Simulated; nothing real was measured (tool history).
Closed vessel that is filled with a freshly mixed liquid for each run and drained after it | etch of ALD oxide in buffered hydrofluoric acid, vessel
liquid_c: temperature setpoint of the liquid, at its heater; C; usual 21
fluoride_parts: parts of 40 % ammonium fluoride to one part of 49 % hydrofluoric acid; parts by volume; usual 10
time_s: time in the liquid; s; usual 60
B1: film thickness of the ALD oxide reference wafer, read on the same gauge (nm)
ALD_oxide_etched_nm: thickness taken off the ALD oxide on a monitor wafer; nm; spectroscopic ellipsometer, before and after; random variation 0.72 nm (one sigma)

run 1 day=0 | liquid_c=18 fluoride_parts=10 time_s=60 | B1=69.99 | ALD_oxide_etched_nm=119.76
run 2 day=1.217 | liquid_c=21 fluoride_parts=10 time_s=70 | B1=70.01 | ALD_oxide_etched_nm=165.05
run 3 day=2.554 | liquid_c=21 fluoride_parts=10 time_s=70 | B1=69.99 | ALD_oxide_etched_nm=165.3
run 4 day=3.317 | liquid_c=21 fluoride_parts=10 time_s=60 | B1=70 | ALD_oxide_etched_nm=140.56
run 5 day=7.567 | liquid_c=21 fluoride_parts=10 time_s=60 | B1=69.99 | ALD_oxide_etched_nm=137.71
run 6 day=8.729 | liquid_c=19.5 fluoride_parts=10 time_s=60 | B1=70.01 | ALD_oxide_etched_nm=125.91
run 7 day=9.658 | liquid_c=19.5 fluoride_parts=10 time_s=60 | B1=69.99 | ALD_oxide_etched_nm=125.84
run 8 day=11.033 | liquid_c=19.5 fluoride_parts=10 time_s=60 | B1=70 | ALD_oxide_etched_nm=125.73
run 9 day=12.171 | liquid_c=21 fluoride_parts=11 time_s=75 | B1=69.99 | ALD_oxide_etched_nm=154.84
run 10 day=12.988 | liquid_c=21 fluoride_parts=10 time_s=60 | B1=70 | ALD_oxide_etched_nm=134.79
run 11 day=13.862 | liquid_c=25 fluoride_parts=12.5 time_s=60 | B1=70.02 | ALD_oxide_etched_nm=135.28
run 12 day=15.754 | liquid_c=21 fluoride_parts=12.5 time_s=35 | B1=69.98 | ALD_oxide_etched_nm=62.76
run 13 day=16.404 | liquid_c=21 fluoride_parts=10 time_s=75 | B1=70.01 | ALD_oxide_etched_nm=166.82
run 14 day=17.875 | liquid_c=21 fluoride_parts=10 time_s=60 | B1=69.98 | ALD_oxide_etched_nm=134.6
run 15 day=18.538 | liquid_c=21 fluoride_parts=10 time_s=60 | B1=70.02 | ALD_oxide_etched_nm=132.76
run 16 day=19.517 | liquid_c=21 fluoride_parts=13 time_s=60 | B1=70.01 | ALD_oxide_etched_nm=102.39
-- day=20.008 thermometer replaced
run 17 day=20.858 | liquid_c=21 fluoride_parts=10 time_s=60 | B1=70 | ALD_oxide_etched_nm=138.66
-- day=21.417 hydrofluoric acid flow meter replaced
run 18 day=21.704 | liquid_c=25 fluoride_parts=10 time_s=50 | B1=70.02 | ALD_oxide_etched_nm=152.81
run 19 day=22.892 | liquid_c=19 fluoride_parts=12.5 time_s=60 | B1=70.01 | ALD_oxide_etched_nm=104.36
run 20 day=23.604 | liquid_c=17.5 fluoride_parts=8 time_s=90 | B1=69.98 | ALD_oxide_etched_nm=218.41
-- day=23.704 gauge calibrated
run 21 day=24.217 | liquid_c=17 fluoride_parts=10 time_s=40 | B1=70.01 | ALD_oxide_etched_nm=78.19
run 22 day=25.7 | liquid_c=21 fluoride_parts=10 time_s=60 | B1=70 | ALD_oxide_etched_nm=145.12
run 23 day=27.146 | liquid_c=21 fluoride_parts=10 time_s=60 | B1=70 | ALD_oxide_etched_nm=143.79
run 24 day=27.896 | liquid_c=17.5 fluoride_parts=13 time_s=50 | B1=70.01 | ALD_oxide_etched_nm=75.39
run 25 day=31.175 | liquid_c=21 fluoride_parts=10 time_s=60 | B1=70.01 | ALD_oxide_etched_nm=141.44
run 26 day=31.833 | liquid_c=17 fluoride_parts=10 time_s=45 | B1=70.01 | ALD_oxide_etched_nm=85.06
run 27 day=32.579 | liquid_c=18.5 fluoride_parts=7.5 time_s=60 | B1=69.99 | ALD_oxide_etched_nm=157.6
run 28 day=33.596 | liquid_c=26 fluoride_parts=10 time_s=60 | B1=70 | ALD_oxide_etched_nm=184.75
run 29 day=35 | liquid_c=21 fluoride_parts=10 time_s=60 | B1=70 | ALD_oxide_etched_nm=138.75
run 30 day=35.65 | liquid_c=24 fluoride_parts=10 time_s=50 | B1=70.01 | ALD_oxide_etched_nm=137.7
run 31 day=36.183 | liquid_c=21 fluoride_parts=12.5 time_s=60 | B1=69.99 | ALD_oxide_etched_nm=111.59
run 32 day=36.838 | liquid_c=19 fluoride_parts=10 time_s=60 | B1=70.01 | ALD_oxide_etched_nm=123.83
run 33 day=37.733 | liquid_c=21 fluoride_parts=8.5 time_s=60 | B1=69.99 | ALD_oxide_etched_nm=156.91
run 34 day=38.775 | liquid_c=22.5 fluoride_parts=13 time_s=50 | B1=70.02 | ALD_oxide_etched_nm=96.51

4 ways to go on from here, each from the tool as it stands after run 34. What would each give?
run A day=38.804 | liquid_c=21 fluoride_parts=10 time_s=60 | B1=? | ALD_oxide_etched_nm=?
run B day=38.804 | liquid_c=21 fluoride_parts=10 time_s=95 | B1=? | ALD_oxide_etched_nm=?
run C day=38.804 | liquid_c=23 fluoride_parts=10 time_s=95 | B1=? | ALD_oxide_etched_nm=?
run D day=38.804 | liquid_c=21 fluoride_parts=6.5 time_s=60 | B1=? | ALD_oxide_etched_nm=?

run=A B1=70 ALD_oxide_etched_nm=138.69
run=B B1=70 ALD_oxide_etched_nm=219.59
run=C B1=70 ALD_oxide_etched_nm=245.4
run=D B1=70 ALD_oxide_etched_nm=208.06
Without the tool's hidden state the same runs would have given:
run=A ALD_oxide_etched_nm=148.82
run=B ALD_oxide_etched_nm=235.64
run=C ALD_oxide_etched_nm=263.17
run=D ALD_oxide_etched_nm=222.65
